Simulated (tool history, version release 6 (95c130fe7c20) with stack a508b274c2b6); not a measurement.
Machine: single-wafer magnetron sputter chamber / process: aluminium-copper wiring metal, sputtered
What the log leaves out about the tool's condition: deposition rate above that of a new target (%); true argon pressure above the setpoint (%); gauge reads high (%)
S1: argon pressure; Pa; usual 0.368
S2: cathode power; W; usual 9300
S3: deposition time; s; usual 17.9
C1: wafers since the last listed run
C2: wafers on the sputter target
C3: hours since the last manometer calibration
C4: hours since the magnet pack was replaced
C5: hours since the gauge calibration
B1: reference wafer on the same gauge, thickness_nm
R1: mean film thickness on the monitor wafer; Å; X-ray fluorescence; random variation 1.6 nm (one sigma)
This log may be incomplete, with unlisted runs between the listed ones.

Run 1, hour 0.0: usual settings but S1 0.416 Pa, S3 16.3 s; C1 0; C2 4465; C3 1464.0; C4 5155.2; C5 1079.3; B1 353.953. Result: R1 2843.97 Å.
Run 2, hour 69.0: usual settings; C1 1760; C2 6225; C3 1533.0; C4 5224.2; C5 1148.3; B1 354.070. Result: R1 3243.93 Å.
Run 3, hour 155.1: usual settings; C1 2196; C2 8421; C3 1619.1; C4 5310.3; C5 1234.4; B1 354.729. Result: R1 3245.59 Å.
Run 4, hour 196.5: usual settings; C1 1056; C2 9477; C3 1660.5; C4 5351.7; C5 1275.8; B1 354.760. Result: R1 3232.69 Å.
At hour 236.8: sputter target and shields replaced.
Run 5, hour 288.0: usual settings; C1 2129; C2 1306; C3 1752.0; C4 5443.2; C5 1367.3; B1 353.738. Result: R1 3214.95 Å.
Run 6, hour 374.7: usual settings; C1 2211; C2 3517; C3 1838.7; C4 5529.9; C5 1454.0; B1 353.690. Result: R1 3263.48 Å.
Run 7, hour 424.6: usual settings but S1 0.325 Pa; C1 1272; C2 4790; C3 1888.6; C4 5579.8; C5 1503.9; B1 353.869. Result: R1 3353.52 Å.
Run 8, hour 475.9: usual settings but S1 0.325 Pa; C1 1308; C2 6099; C3 1939.9; C4 5631.1; C5 1555.2; B1 353.977. Result: R1 3352.82 Å.
Run 9, hour 532.6: usual settings but S1 0.325 Pa; C1 1446; C2 7545; C3 1996.6; C4 5687.8; C5 1611.9; B1 353.571. Result: R1 3351.30 Å.
At hour 597.9: gauge calibrated.
At hour 645.5: sputter target and shields replaced.
Run 10, hour 646.0: usual settings but S2 11050 W, S3 17.0 s; C1 2688; C2 12; C3 2110.0; C4 5801.2; C5 48.1; B1 353.865. Result: R1 3494.11 Å.
Run 11, hour 718.5: usual settings but S2 11050 W, S3 17.0 s; C1 1849; C2 1862; C3 2182.5; C4 5873.7; C5 120.6; B1 353.676. Result: R1 3520.16 Å.
Run 12, hour 818.0: usual settings but S2 11050 W, S3 17.0 s; C1 2538; C2 4400; C3 2282.0; C4 5973.2; C5 220.1; B1 354.100. Result: R1 3510.49 Å.
Run 13, hour 864.4: usual settings; C1 1183; C2 5583; C3 2328.4; C4 6019.6; C5 266.5; B1 354.662. Result: R1 3261.37 Å.
At hour 934.4: magnet pack replaced.
Run 14, hour 962.9: usual settings; C1 2308; C2 7892; C3 2426.9; C4 28.5; C5 365.0; B1 353.817. Result: R1 3312.39 Å.
Run 15, hour 1008.2: usual settings but S1 0.325 Pa; C1 1155; C2 9047; C3 2472.2; C4 73.8; C5 410.3; B1 354.065. Result: R1 3386.26 Å.
At hour 1022.0: sputter target and shields replaced.
Run 16, hour 1064.8: usual settings but S1 0.475 Pa; C1 1239; C2 1091; C3 2528.8; C4 130.4; C5 466.9; B1 353.118. Result: R1 3098.93 Å.
Run 17, hour 1122.4: usual settings but S1 0.255 Pa, S3 19.7 s; C1 1469; C2 2560; C3 2586.4; C4 188.0; C5 524.5; B1 353.826. Result: R1 3891.23 Å.
Run 18, hour 1172.9: usual settings but S2 7950 W, S3 19.8 s; C1 1288; C2 3848; C3 2636.9; C4 238.5; C5 575.0; B1 353.849. Result: R1 3315.44 Å.
Run 19, hour 1216.0: usual settings but S2 11050 W, S3 17.0 s; C1 1099; C2 4947; C3 2680.0; C4 281.6; C5 618.1; B1 353.916. Result: R1 3566.79 Å.
At hour 1321.9: capacitance manometer re-zeroed and calibrated.
Run 20, hour 1322.4: usual settings; C1 2509; C2 7457; C3 0.5; C4 388.0; C5 724.5; B1 354.053. Result: R1 3192.28 Å.
Run 21, hour 1367.5: usual settings but S1 0.416 Pa, S3 16.3 s; C1 1150; C2 8608; C3 45.6; C4 433.1; C5 769.6; B1 354.480. Result: R1 2785.44 Å.
At hour 1453.9: sputter target and shields replaced.
Run 22, hour 1467.0: usual settings but S1 0.489 Pa, S2 7650 W; C1 2333; C2 334; C3 145.1; C4 532.6; C5 869.1; B1 353.825. Result: R1 2583.42 Å.
Run 23, hour 1507.7: usual settings but S2 7850 W; C1 1038; C2 1373; C3 185.8; C4 573.3; C5 909.8; B1 353.800. Result: R1 2889.88 Å.
Run 24, hour 1606.4: usual settings; C1 2517; C2 3890; C3 284.5; C4 672.0; C5 1008.5; B1 354.086. Result: R1 3188.05 Å.
Run 25, hour 1658.2: usual settings but S1 0.238 Pa; C1 1321; C2 5211; C3 336.3; C4 723.8; C5 1060.3; B1 353.983. Result: R1 3559.27 Å.
Run 26, hour 1735.5: usual settings but S1 0.229 Pa, S3 21.0 s; C1 1971; C2 7183; C3 413.6; C4 801.1; C5 1137.6; B1 353.530. Result: R1 4188.14 Å.
Run 27, hour 1796.0: usual settings; C1 1543; C2 8726; C3 474.1; C4 861.6; C5 1198.1; B1 354.019. Result: R1 3213.17 Å.
At hour 1854.5: sputter target and shields replaced.
Run 28, hour 1887.5: usual settings but S1 0.309 Pa, S2 10500 W, S3 15.4 s; C1 2129; C2 840; C3 565.6; C4 953.1; C5 1289.6; B1 353.912. Result: R1 3133.86 Å.

Predict each of these 4 candidate next runs independently; none follows another, all start after run 28:
Run A, hour 1887.9: usual settings; C1 10; C2 850; C3 566.0; C4 953.5; C5 1290.0; B1 ?. Result: R1 ?.
Run B, hour 1887.9: usual settings but S1 0.307 Pa, S3 15.4 s; C1 10; C2 850; C3 566.0; C4 953.5; C5 1290.0; B1 ?. Result: R1 ?.
Run C, hour 1887.9: usual settings but S1 0.255 Pa, S3 16.1 s; C1 10; C2 850; C3 566.0; C4 953.5; C5 1290.0; B1 ?. Result: R1 ?.
Run D, hour 1887.9: usual settings but S1 0.249 Pa, S3 16.3 s; C1 10; C2 850; C3 566.0; C4 953.5; C5 1290.0; B1 ?. Result: R1 ?.

run       B1       R1
  A  354.086  3197.59
  B  354.086  2878.92
  C  354.086  3130.60
  D  354.086  3184.03
Stripped of hidden state, with their random variation kept, the same runs would have yielded:
run       R1
  A  3207.54
  B  2885.94
  C  3136.38
  D  3189.69
